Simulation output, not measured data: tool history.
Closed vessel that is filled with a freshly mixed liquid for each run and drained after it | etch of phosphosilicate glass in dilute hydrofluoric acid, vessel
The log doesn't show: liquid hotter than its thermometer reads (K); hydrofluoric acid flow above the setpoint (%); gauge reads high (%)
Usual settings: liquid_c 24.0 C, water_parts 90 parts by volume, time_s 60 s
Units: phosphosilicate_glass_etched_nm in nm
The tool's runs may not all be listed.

| run | hour | liquid_c | water_parts | time_s | wafers since the last listed run | hours since the thermometer was replaced | hours since the hydrofluoric acid flow meter was replaced | hours since the gauge calibration | read-back film thickness of the phosphosilicate glass reference wafer, read on the same gauge (nm) | phosphosilicate_glass_etched_nm |
|---|---|---|---|---|---|---|---|---|---|---|
| 1 | 0.0 | 24.0 | 90 | 60 | 0 | 1137.2 | 373.0 | 2440.4 | 150.01 | 39.00 |
| 2 | 57.8 | 24.0 | 90 | 60 | 5083 | 1195.0 | 430.8 | 2498.2 | 150.00 | 39.18 |
| 3 | 128.4 | 26.5 | 90 | 35 | 6209 | 1265.6 | 501.4 | 2568.8 | 150.04 | 25.36 |
| 4 | 182.6 | 26.5 | 90 | 35 | 4767 | 1319.8 | 555.6 | 2623.0 | 149.96 | 25.34 |
| 5 | 212.7 | 26.5 | 90 | 35 | 2647 | 1349.9 | 585.7 | 2653.1 | 149.99 | 25.22 |
|  | 232.9 | hydrofluoric acid flow meter replaced |
| 6 | 283.2 | 24.0 | 90 | 60 | 6112 | 1420.4 | 50.3 | 2723.6 | 150.03 | 38.75 |
| 7 | 320.2 | 24.0 | 90 | 60 | 3254 | 1457.4 | 87.3 | 2760.6 | 150.03 | 38.72 |
| 8 | 392.1 | 24.0 | 90 | 60 | 6323 | 1529.3 | 159.2 | 2832.5 | 150.03 | 38.85 |
| 9 | 426.7 | 24.0 | 90 | 60 | 3043 | 1563.9 | 193.8 | 2867.1 | 149.99 | 38.97 |
| 10 | 482.9 | 29.0 | 55 | 85 | 4942 | 1620.1 | 250.0 | 2923.3 | 149.99 | 115.85 |
| 11 | 553.6 | 26.5 | 90 | 35 | 6218 | 1690.8 | 320.7 | 2994.0 | 149.97 | 25.25 |
|  | 620.7 | gauge calibrated |
| 12 | 629.0 | 24.0 | 90 | 60 | 6631 | 1766.2 | 396.1 | 8.3 | 149.97 | 39.29 |
| 13 | 696.8 | 28.5 | 90 | 40 | 5963 | 1834.0 | 463.9 | 76.1 | 149.98 | 31.35 |
| 14 | 729.1 | 20.0 | 110 | 35 | 2840 | 1866.3 | 496.2 | 108.4 | 150.00 | 15.68 |
| 15 | 755.2 | 26.0 | 115 | 85 | 2295 | 1892.4 | 522.3 | 134.5 | 149.96 | 45.99 |
| 16 | 845.0 | 27.0 | 115 | 80 | 7898 | 1982.2 | 612.1 | 224.3 | 150.00 | 45.17 |
|  | 854.4 | thermometer replaced |
|  | 864.1 | hydrofluoric acid flow meter replaced |
| 17 | 1041.1 | 20.0 | 130 | 60 | 17071 | 186.7 | 177.0 | 420.4 | 150.02 | 21.74 |
| 18 | 1074.1 | 24.0 | 90 | 60 | 2902 | 219.7 | 210.0 | 453.4 | 149.99 | 38.69 |
| 19 | 1118.9 | 24.0 | 90 | 60 | 3940 | 264.5 | 254.8 | 498.2 | 149.98 | 38.83 |
| 20 | 1172.8 | 26.5 | 135 | 70 | 4740 | 318.4 | 308.7 | 552.1 | 150.05 | 31.31 |
| 21 | 1203.8 | 26.0 | 110 | 40 | 2726 | 349.4 | 339.7 | 583.1 | 150.00 | 22.36 |
| 22 | 1266.9 | 24.0 | 90 | 60 | 5549 | 412.5 | 402.8 | 646.2 | 150.03 | 38.90 |
| 23 | 1309.5 | 25.5 | 105 | 30 | 3746 | 455.1 | 445.4 | 688.8 | 149.96 | 17.42 |
| 24 | 1363.5 | 26.5 | 105 | 45 | 4749 | 509.1 | 499.4 | 742.8 | 150.02 | 27.13 |
| 25 | 1560.0 | 20.0 | 55 | 35 | 17282 | 705.6 | 695.9 | 939.3 | 150.02 | 33.30 |
|  | 1573.8 | hydrofluoric acid flow meter replaced |
| 26 | 1621.6 | 24.0 | 90 | 60 | 5329 | 767.2 | 47.8 | 1000.9 | 149.99 | 38.37 |
| 27 | 1660.3 | 22.5 | 50 | 80 | 3403 | 805.9 | 86.5 | 1039.6 | 150.00 | 91.78 |
| 28 | 1711.1 | 22.0 | 80 | 60 | 4467 | 856.7 | 137.3 | 1090.4 | 149.99 | 40.75 |
| 29 | 1763.4 | 20.5 | 90 | 30 | 4599 | 909.0 | 189.6 | 1142.7 | 150.00 | 16.67 |
| 30 | 1801.7 | 24.0 | 90 | 45 | 3368 | 947.3 | 227.9 | 1181.0 | 150.01 | 28.97 |
| 31 | 1951.4 | 24.0 | 90 | 60 | 13166 | 1097.0 | 377.6 | 1330.7 | 150.01 | 38.98 |
| 32 | 2010.4 | 24.0 | 90 | 60 | 5189 | 1156.0 | 436.6 | 1389.7 | 150.00 | 39.10 |
| 33 | 2057.9 | 24.0 | 90 | 80 | 4177 | 1203.5 | 484.1 | 1437.2 | 150.03 | 52.32 |

Measured less the same run without the tool's hidden state. The same run-to-run variation is in both; the gauge's scatter may not be:
| run | phosphosilicate_glass_etched_nm |
|---|---|
| 1 | +0.95 |
| 2 | +1.04 |
| 3 | +0.74 |
| 4 | +0.79 |
| 5 | +0.82 |
| 6 | +0.70 |
| 7 | +0.76 |
| 8 | +0.88 |
| 9 | +0.92 |
| 10 | +2.96 |
| 11 | +0.71 |
| 12 | +1.24 |
| 13 | +1.06 |
| 14 | +0.56 |
| 15 | +1.67 |
| 16 | +1.79 |
| 17 | +0.29 |
| 18 | +0.57 |
| 19 | +0.64 |
| 20 | +0.58 |
| 21 | +0.44 |
| 22 | +0.85 |
| 23 | +0.41 |
| 24 | +0.70 |
| 25 | +1.09 |
| 26 | +0.46 |
| 27 | +1.24 |
| 28 | +0.63 |
| 29 | +0.30 |
| 30 | +0.54 |
| 31 | +0.97 |
| 32 | +1.05 |
| 33 | +1.50 |

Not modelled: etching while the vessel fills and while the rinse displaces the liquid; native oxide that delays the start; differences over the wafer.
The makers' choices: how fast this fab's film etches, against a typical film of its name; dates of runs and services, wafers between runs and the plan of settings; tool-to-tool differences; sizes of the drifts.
